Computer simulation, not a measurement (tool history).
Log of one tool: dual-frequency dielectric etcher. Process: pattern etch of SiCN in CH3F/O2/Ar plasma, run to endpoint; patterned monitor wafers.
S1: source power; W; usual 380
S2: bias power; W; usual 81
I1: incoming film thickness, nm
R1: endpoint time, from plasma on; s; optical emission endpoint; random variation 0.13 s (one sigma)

Run 1, hour 0: usual settings; I1 11.45. Result: R1 30.4 s.
Run 2, hour 59.2: usual settings; I1 11.58. Result: R1 30.8 s.
Run 3, hour 107.6: usual settings; I1 11.57. Result: R1 30.9 s.
Run 4, hour 155.2: usual settings; I1 11.48. Result: R1 30.7 s.
Run 5, hour 237.4: usual settings; I1 11.45. Result: R1 30.9 s.
Run 6, hour 308.4: usual settings; I1 11.63. Result: R1 31.5 s.
At hour 372.4: wet clean of the chamber.
Run 7, hour 412.3: usual settings but S2 95 W; I1 11.5. Result: R1 28.1 s.
Run 8, hour 461.8: usual settings; I1 11.55. Result: R1 30.2 s.
Run 9, hour 513.8: usual settings; I1 11.56. Result: R1 30.3 s.
Run 10, hour 582.9: usual settings; I1 11.53. Result: R1 30.5 s.
Run 11, hour 688.6: usual settings; I1 11.46. Result: R1 30.4 s.
Run 12, hour 756.5: usual settings; I1 11.45. Result: R1 30.7 s.
Run 13, hour 815.3: usual settings; I1 11.57. Result: R1 31 s.
Run 14, hour 861.8: usual settings; I1 11.5. Result: R1 31.1 s.
At hour 958: wet clean of the chamber.
Run 15, hour 958.5: usual settings; I1 11.4. Result: R1 30 s.
Run 16, hour 992.9: usual settings but S2 88 W; I1 11.55. Result: R1 29.3 s.
Run 17, hour 1073.4: usual settings; I1 11.56. Result: R1 30.6 s.
At hour 1184.9: bias power generator calibrated.
Run 18, hour 1193: usual settings but S1 340 W, S2 74 W; I1 11.54. Result: R1 32.8 s.
Run 19, hour 1278.2: usual settings but S2 67 W; I1 11.46. Result: R1 33 s.
Run 20, hour 1382.9: usual settings but S1 310 W, S2 67 W; I1 11.55. Result: R1 36.3 s.
Run 21, hour 1471.6: usual settings; I1 11.51. Result: R1 31.3 s.
Run 22, hour 1525.6: usual settings but S1 450 W, S2 100 W; I1 11.39. Result: R1 27.1 s.
At hour 1550.2: wet clean of the chamber.
Run 23, hour 1610.8: usual settings but S1 310 W, S2 93 W; I1 11.45. Result: R1 30.4 s.
At hour 1674.6: source power generator calibrated.
Run 24, hour 1704: usual settings but S2 67 W; I1 11.52. Result: R1 32.5 s.
At hour 1813.8: upper electrode replaced.
Run 25, hour 1814.3: usual settings; I1 11.57. Result: R1 30.8 s.
Run 26, hour 2112.3: usual settings but S1 320 W, S2 98 W; I1 11.47. Result: R1 30.6 s.
At hour 2148.7: wet clean of the chamber.
Run 27, hour 2209.8: usual settings but S1 350 W, S2 70 W; I1 11.53. Result: R1 32.9 s.
Run 28, hour 2302.4: usual settings but S1 310 W, S2 63 W; I1 11.59. Result: R1 35.9 s.
Run 29, hour 2338.5: usual settings; I1 11.44. Result: R1 30.4 s.
Run 30, hour 2400.1: usual settings; I1 11.49. Result: R1 30.5 s.
Run 31, hour 2489.7: usual settings but S2 99 W; I1 11.55. Result: R1 28.4 s.
Run 32, hour 2533.2: usual settings but S1 430 W, S2 64 W; I1 11.49. Result: R1 32.6 s.
Run 33, hour 2620.6: usual settings but S1 290 W, S2 96 W; I1 11.5. Result: R1 32.1 s.
At hour 2680.6: wet clean of the chamber.
Run 34, hour 2681.1: usual settings but S2 100 W; I1 11.47. Result: R1 27.4 s.

Some steps in R1 between neighbouring runs. How much of each would the tool show without its hidden state too (settings, what came in, random variation), and how much is left for the hidden state, with any gauge scatter that isn't in both results?
The hidden state here: etch rate over this chamber's usual, %; source power that arrives over what is set, %; bias power that arrives over what is set, %.
Run 6 -> 7: S2 81 -> 95, wet clean of the chamber. R1 -3.4 s: hidden state -1.2, all else -2.2.
Run 20 -> 21: S1 310 -> 380, S2 67 -> 81. R1 -5 s: hidden state -0.1, all else -4.9.
Run 22 -> 23: S1 450 -> 310, S2 100 -> 93, wet clean of the chamber. R1 +3.3 s: hidden state -1, all else +4.3.
Run 28 -> 29: S1 310 -> 380, S2 63 -> 81. R1 -5.5 s: hidden state +0, all else -5.5.
Run 33 -> 34: S1 290 -> 380, S2 96 -> 100, wet clean of the chamber. R1 -4.7 s: hidden state -1.4, all else -3.3.
